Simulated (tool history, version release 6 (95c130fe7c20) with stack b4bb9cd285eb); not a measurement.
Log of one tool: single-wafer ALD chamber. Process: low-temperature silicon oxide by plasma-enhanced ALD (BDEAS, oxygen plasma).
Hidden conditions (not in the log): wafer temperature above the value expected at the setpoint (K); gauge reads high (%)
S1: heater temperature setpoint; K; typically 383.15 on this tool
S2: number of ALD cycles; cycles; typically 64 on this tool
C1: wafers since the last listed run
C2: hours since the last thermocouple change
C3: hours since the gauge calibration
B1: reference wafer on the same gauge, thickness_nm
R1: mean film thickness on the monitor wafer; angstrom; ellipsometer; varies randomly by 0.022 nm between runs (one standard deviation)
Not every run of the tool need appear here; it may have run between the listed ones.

run     day      S1  S2   C1      C2     C3     B1      R1
  1       0  383.15  64    0    1919  449.9  7.214    85.5
  2   4.567  376.15  64  640  2028.6  559.5  7.193   86.36
  3   5.808  377.15  59  174  2058.4  589.3    7.2   79.72
  4   8.183  383.15  64  332  2115.4  646.3  7.183   84.98
  5  10.542  383.15  64  330    2172  702.9  7.191   84.97
  6  11.992  383.15  64  203  2206.8  737.7   7.18   84.88
  7  14.146  383.15  64  302  2258.5  789.4  7.177   85.32
  8  16.396  383.15  64  315  2312.5  843.4  7.167   84.99
  9  18.679  383.15  64  320  2367.3  898.2  7.159   84.86
 10  20.508  373.15  64  256  2411.2  942.1  7.162   86.67
 11  21.517  383.15  64  141  2435.4  966.3  7.145    84.7
     23.396  -- gauge calibrated
 12  24.375  383.15  71  400    2504   23.5  7.282   95.58
 13      26  383.15  71  227    2543   62.5  7.278    95.6
     27.158  -- thermocouple changed; heater temperature recalibrated
 14    27.6  376.15  76  177    10.6  100.9  7.274  103.61
 15  29.921  374.15  64  325    66.3  156.6  7.266   87.98
 16  32.754  374.15  64  397   134.3  224.6  7.251   87.75
 17  34.725  383.15  60  276   181.6  271.9  7.255   80.45
 18  36.496  397.15  64  248   224.1  314.4  7.254   83.17
 19  38.517  383.15  71  283   272.6  362.9  7.234   95.17
 20  39.721  395.15  54  168   301.5  391.8   7.24   70.49
 21  41.008  376.15  64  180   332.4  422.7  7.231   87.01
 22  43.871  383.15  64  401   401.1  491.4  7.229   85.56
 23  46.612  383.15  64  384   466.9  557.2   7.22   85.44
 24  48.446  379.15  76  257   510.9  601.2  7.216  102.44
 25  50.404  383.15  57  274   557.9  648.2  7.203   76.03
 26    52.2  383.15  55  251     601  691.3    7.2   73.57
 27  53.658  370.15  64  204     636  726.3  7.209   88.36

The tool's hidden state at each run:
wafer temperature above the value expected at the setpoint (K): 0 in every run
H1: gauge reads high (%)
run       H1
  1   -0.818
  2   -0.986
  3    -1.03
  4    -1.12
  5    -1.21
  6    -1.26
  7    -1.34
  8    -1.42
  9     -1.5
 10    -1.57
 11    -1.61
 12    0.139
 13   0.0797
 14   0.0209
 15  -0.0644
 16   -0.169
 17   -0.241
 18   -0.306
 19    -0.38
 20   -0.425
 21   -0.472
 22   -0.577
 23   -0.678
 24   -0.745
 25   -0.817
 26   -0.883
 27   -0.937

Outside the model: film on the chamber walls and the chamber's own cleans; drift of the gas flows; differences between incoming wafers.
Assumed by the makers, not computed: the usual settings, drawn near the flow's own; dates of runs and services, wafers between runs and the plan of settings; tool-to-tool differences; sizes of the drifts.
